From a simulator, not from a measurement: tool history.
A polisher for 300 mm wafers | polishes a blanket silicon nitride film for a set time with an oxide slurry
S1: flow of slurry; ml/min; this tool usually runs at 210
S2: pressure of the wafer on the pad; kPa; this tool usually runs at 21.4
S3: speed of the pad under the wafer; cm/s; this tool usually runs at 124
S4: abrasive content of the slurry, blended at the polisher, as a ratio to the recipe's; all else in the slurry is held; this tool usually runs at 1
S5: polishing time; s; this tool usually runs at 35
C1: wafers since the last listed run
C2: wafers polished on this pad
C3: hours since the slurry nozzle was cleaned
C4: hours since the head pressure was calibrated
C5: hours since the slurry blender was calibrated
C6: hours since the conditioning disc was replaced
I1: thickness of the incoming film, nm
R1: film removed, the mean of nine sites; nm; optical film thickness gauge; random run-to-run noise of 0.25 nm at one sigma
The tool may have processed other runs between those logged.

run	hour	S1	S2	S3	S4	S5	C1	C2	C3	C4	C5	C6	I1	R1
1	0	210	21.4	124	1	35	0	884	227	1095.6	124	101	453.7	26.2
2	17.5	210	21.4	124	1	35	315	1199	244.5	1113.1	141.5	118.5	448.9	26.7
# hour 21.5: worn pad replaced by a new one
3	27.7	210	21.4	124	1	35	111	111	254.7	1123.3	151.7	128.7	443.7	26
4	42.8	210	21.4	124	1	35	272	383	269.8	1138.4	166.8	143.8	450.1	26.3
5	51.2	210	21.4	124	1	35	151	535	278.2	1146.8	175.2	152.2	448.6	26.5
6	66.2	210	21.4	124	1	35	270	805	293.2	1161.8	190.2	167.2	449.2	25.6
# hour 79.9: worn pad replaced by a new one
# hour 81.1: slurry blender recalibrated
7	81.6	210	21.4	124	1	35	182	8	308.6	1177.2	0.5	182.6	444.1	26.1
# hour 92: conditioning disc replaced and pad reconditioned
8	95.4	210	21.4	124	1	35	212	221	322.4	1191	14.3	3.4	441.1	25.6
# hour 106.8: head pressure recalibrated
9	110.2	210	21.4	124	1	35	230	452	337.2	3.4	29.1	18.2	449.9	25.4
10	118.2	210	21.4	124	1	35	144	596	345.2	11.4	37.1	26.2	449	25.8
11	133.9	210	21.4	124	1	35	282	879	360.9	27.1	52.8	41.9	444.4	25.4
# hour 135.5: slurry nozzle cleaned
12	140.2	210	21.4	124	1	35	95	974	4.7	33.4	59.1	48.2	450.4	27.4
# hour 148.6: worn pad replaced by a new one
13	153.8	210	21.4	124	1	35	172	92	18.3	47	72.7	61.8	450.4	27.3
14	164.2	190	19.3	124	0.75	30	187	280	28.7	57.4	83.1	72.2	447.8	17.5
15	178.7	210	21.4	124	0.9	35	261	541	43.2	71.9	97.6	86.7	454.1	25.8
16	188	260	21.4	110	0.75	46	167	709	52.5	81.2	106.9	96	450.2	27.9
17	202.3	210	21.4	124	1	29	257	966	66.8	95.5	121.2	110.3	448.6	22.6
18	213.1	210	18.6	142	1	35	194	1161	77.6	106.3	132	121.1	449.9	26.4
# hour 220: worn pad replaced by a new one
19	221.2	230	15.9	124	1	35	73	21	85.7	114.4	140.1	129.2	448.8	20.4
20	236.8	210	21.4	124	1	35	281	302	101.3	130	155.7	144.8	447.9	27
21	244.1	210	17.2	124	1	35	131	434	108.6	137.3	163	152.1	447.7	21.6
# hour 247.4: slurry blender recalibrated
# hour 252: conditioning disc replaced and pad reconditioned
22	255	210	21.4	124	1	35	124	558	119.5	148.2	7.6	3	444.9	26.7
23	272.2	210	28.3	124	1.1	35	309	868	136.7	165.4	24.8	20.2	441.2	37.6
# hour 290.6: worn pad replaced by a new one
24	291.1	210	21.4	124	1	35	268	9	155.6	184.3	43.7	39.1	448.2	26.2
25	309.3	210	21.4	168	1	45	327	337	173.8	202.5	61.9	57.3	450.2	43.9
26	342.4	210	21.4	150	0.7	35	596	933	206.9	235.6	95	90.4	447.4	24.5

Here are 4 independent what-if runs from the current tool condition. What would each one return?
A	342.8	210	21.4	124	1	27	7	940	207.3	236	95.4	90.8	455.8	?
B	342.8	180	21.4	124	1	35	7	940	207.3	236	95.4	90.8	455.8	?
C	342.8	175	21.4	124	1.15	25	7	940	207.3	236	95.4	90.8	455.8	?
D	342.8	185	13.8	124	0.85	40	7	940	207.3	236	95.4	90.8	455.8	?

run	R1
A	20.4
B	25.7
C	19.6
D	17.4
With no hidden state in the tool, these same runs would have given:
run	R1
A	21.2
B	26.9
C	20.5
D	18.1
